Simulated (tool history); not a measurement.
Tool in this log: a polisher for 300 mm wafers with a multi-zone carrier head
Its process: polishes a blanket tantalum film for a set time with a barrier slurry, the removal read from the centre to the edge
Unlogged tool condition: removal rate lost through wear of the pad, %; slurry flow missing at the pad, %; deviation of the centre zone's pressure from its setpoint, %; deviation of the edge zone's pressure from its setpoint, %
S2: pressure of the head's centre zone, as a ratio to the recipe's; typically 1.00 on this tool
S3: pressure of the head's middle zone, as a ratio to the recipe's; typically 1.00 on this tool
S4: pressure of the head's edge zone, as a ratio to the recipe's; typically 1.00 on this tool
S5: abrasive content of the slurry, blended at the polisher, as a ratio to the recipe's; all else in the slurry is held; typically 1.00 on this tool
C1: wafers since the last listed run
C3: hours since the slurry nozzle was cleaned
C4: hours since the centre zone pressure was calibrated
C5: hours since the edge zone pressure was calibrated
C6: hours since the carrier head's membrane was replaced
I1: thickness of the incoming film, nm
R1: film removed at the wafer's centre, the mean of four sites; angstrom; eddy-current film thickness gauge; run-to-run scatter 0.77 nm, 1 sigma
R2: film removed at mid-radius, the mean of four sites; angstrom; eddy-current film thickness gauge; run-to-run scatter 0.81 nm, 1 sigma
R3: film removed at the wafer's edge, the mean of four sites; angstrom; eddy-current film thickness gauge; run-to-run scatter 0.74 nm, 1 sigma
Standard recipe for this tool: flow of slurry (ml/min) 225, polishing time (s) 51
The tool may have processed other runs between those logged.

Run 1, hour 0.0: usual settings but S2 0.94; C1 0; wafers polished on this pad 437; C3 400.2; C4 782.3; C5 1078.4; C6 892.2; I1 200.3. Result: R1 523 angstrom, R2 546 angstrom, R3 562 angstrom.
Run 2, hour 10.6: usual settings but polishing time (s) 39; C1 141; wafers polished on this pad 579; C3 410.8; C4 792.9; C5 1089.0; C6 902.8; I1 197.2. Result: R1 425 angstrom, R2 420 angstrom, R3 437 angstrom.
Run 3, hour 25.9: usual settings but S5 1.20; C1 204; wafers polished on this pad 783; C3 426.1; C4 808.2; C5 1104.3; C6 918.1; I1 201.0. Result: R1 571 angstrom, R2 562 angstrom, R3 580 angstrom.
Run 4, hour 37.2: usual settings but S5 1.20; C1 150; wafers polished on this pad 934; C3 437.4; C4 819.5; C5 1115.6; C6 929.4; I1 200.0. Result: R1 560 angstrom, R2 563 angstrom, R3 578 angstrom.
Run 5, hour 52.1: usual settings but S5 1.20; C1 198; wafers polished on this pad 1133; C3 452.3; C4 834.4; C5 1130.5; C6 944.3; I1 199.3. Result: R1 553 angstrom, R2 528 angstrom, R3 555 angstrom.
At hour 56.7: worn pad replaced by a new one.
Run 6, hour 63.9: usual settings but flow of slurry (ml/min) 255, S5 0.80; C1 104; wafers polished on this pad 96; C3 464.1; C4 846.2; C5 1142.3; C6 956.1; I1 201.9. Result: R1 536 angstrom, R2 525 angstrom, R3 534 angstrom.
Run 7, hour 70.9: usual settings; C1 93; wafers polished on this pad 189; C3 471.1; C4 853.2; C5 1149.3; C6 963.1; I1 198.9. Result: R1 559 angstrom, R2 544 angstrom, R3 557 angstrom.
Run 8, hour 85.9: usual settings; C1 200; wafers polished on this pad 390; C3 486.1; C4 868.2; C5 1164.3; C6 978.1; I1 197.8. Result: R1 561 angstrom, R2 550 angstrom, R3 551 angstrom.
Run 9, hour 117.3: usual settings; C1 419; wafers polished on this pad 809; C3 517.5; C4 899.6; C5 1195.7; C6 1009.5; I1 197.4. Result: R1 524 angstrom, R2 518 angstrom, R3 535 angstrom.
At hour 129.8: edge zone pressure recalibrated.
Run 10, hour 130.3: usual settings; C1 146; wafers polished on this pad 956; C3 530.5; C4 912.6; C5 0.5; C6 1022.5; I1 202.0. Result: R1 527 angstrom, R2 506 angstrom, R3 516 angstrom.
Run 11, hour 137.6: usual settings but flow of slurry (ml/min) 295, polishing time (s) 44; C1 97; wafers polished on this pad 1053; C3 537.8; C4 919.9; C5 7.8; C6 1029.8; I1 201.6. Result: R1 462 angstrom, R2 462 angstrom, R3 469 angstrom.
At hour 144.6: worn pad replaced by a new one.
Run 12, hour 152.4: usual settings; C1 144; wafers polished on this pad 104; C3 552.6; C4 934.7; C5 22.6; C6 1044.6; I1 202.7. Result: R1 566 angstrom, R2 565 angstrom, R3 562 angstrom.
At hour 158.6: carrier head's membrane replaced by a new one.
At hour 161.3: slurry nozzle cleaned.
Run 13, hour 162.0: usual settings but polishing time (s) 35; C1 48; wafers polished on this pad 152; C3 0.7; C4 944.3; C5 32.2; C6 3.4; I1 200.9. Result: R1 381 angstrom, R2 381 angstrom, R3 389 angstrom.
At hour 191.0: centre zone pressure recalibrated.
Run 14, hour 191.7: usual settings; C1 369; wafers polished on this pad 522; C3 30.4; C4 0.7; C5 61.9; C6 33.1; I1 203.9. Result: R1 554 angstrom, R2 530 angstrom, R3 554 angstrom.
Run 15, hour 201.5: usual settings but polishing time (s) 40; C1 130; wafers polished on this pad 652; C3 40.2; C4 10.5; C5 71.7; C6 42.9; I1 199.1. Result: R1 435 angstrom, R2 416 angstrom, R3 430 angstrom.
Run 16, hour 213.4: usual settings but S4 0.90, polishing time (s) 34; C1 158; wafers polished on this pad 811; C3 52.1; C4 22.4; C5 83.6; C6 54.8; I1 198.3. Result: R1 361 angstrom, R2 351 angstrom, R3 346 angstrom.
Run 17, hour 222.3: usual settings but flow of slurry (ml/min) 170, S2 0.90, S5 1.15; C1 118; wafers polished on this pad 930; C3 61.0; C4 31.3; C5 92.5; C6 63.7; I1 200.2. Result: R1 464 angstrom, R2 516 angstrom, R3 554 angstrom.
Run 18, hour 230.2: usual settings but S4 1.07, S5 1.15; C1 105; wafers polished on this pad 1036; C3 68.9; C4 39.2; C5 100.4; C6 71.6; I1 199.9. Result: R1 529 angstrom, R2 537 angstrom, R3 546 angstrom.
At hour 235.2: worn pad replaced by a new one.
Run 19, hour 239.6: usual settings but flow of slurry (ml/min) 280, S3 0.89; C1 72; wafers polished on this pad 58; C3 78.3; C4 48.6; C5 109.8; C6 81.0; I1 200.7. Result: R1 591 angstrom, R2 519 angstrom, R3 579 angstrom.
Run 20, hour 247.7: usual settings but S2 0.93, polishing time (s) 38; C1 108; wafers polished on this pad 166; C3 86.4; C4 56.7; C5 117.9; C6 89.1; I1 202.2. Result: R1 384 angstrom, R2 417 angstrom, R3 424 angstrom.
Run 21, hour 254.4: usual settings; C1 89; wafers polished on this pad 255; C3 93.1; C4 63.4; C5 124.6; C6 95.8; I1 202.8. Result: R1 546 angstrom, R2 543 angstrom, R3 553 angstrom.

Each row is a separate what-if for the run after 21, all from the same tool condition, not one after another. Results?
Run A, hour 254.8: usual settings; C1 5; wafers polished on this pad 261; C3 93.5; C4 63.8; C5 125.0; C6 96.2; I1 201.1. Result: R1 ?, R2 ?, R3 ?.
Run B, hour 254.8: usual settings but polishing time (s) 69; C1 5; wafers polished on this pad 261; C3 93.5; C4 63.8; C5 125.0; C6 96.2; I1 201.1. Result: R1 ?, R2 ?, R3 ?.
Run C, hour 254.8: usual settings but flow of slurry (ml/min) 155, polishing time (s) 38; C1 5; wafers polished on this pad 261; C3 93.5; C4 63.8; C5 125.0; C6 96.2; I1 201.1. Result: R1 ?, R2 ?, R3 ?.
Run D, hour 254.8: usual settings but polishing time (s) 60; C1 5; wafers polished on this pad 261; C3 93.5; C4 63.8; C5 125.0; C6 96.2; I1 201.1. Result: R1 ?, R2 ?, R3 ?.
Run E, hour 254.8: usual settings but flow of slurry (ml/min) 265, S2 0.92, S3 0.95, S5 1.20; C1 5; wafers polished on this pad 261; C3 93.5; C4 63.8; C5 125.0; C6 96.2; I1 201.1. Result: R1 ?, R2 ?, R3 ?.

run   R1   R2   R3
  A  552  558  558
  B  746  755  755
  C  384  392  398
  D  649  657  657
  E  544  573  595
Without the tool's hidden state the same runs would have given:
run   R1   R2   R3
  A  562  568  568
  B  760  769  769
  C  392  399  405
  D  661  669  669
  E  554  583  606

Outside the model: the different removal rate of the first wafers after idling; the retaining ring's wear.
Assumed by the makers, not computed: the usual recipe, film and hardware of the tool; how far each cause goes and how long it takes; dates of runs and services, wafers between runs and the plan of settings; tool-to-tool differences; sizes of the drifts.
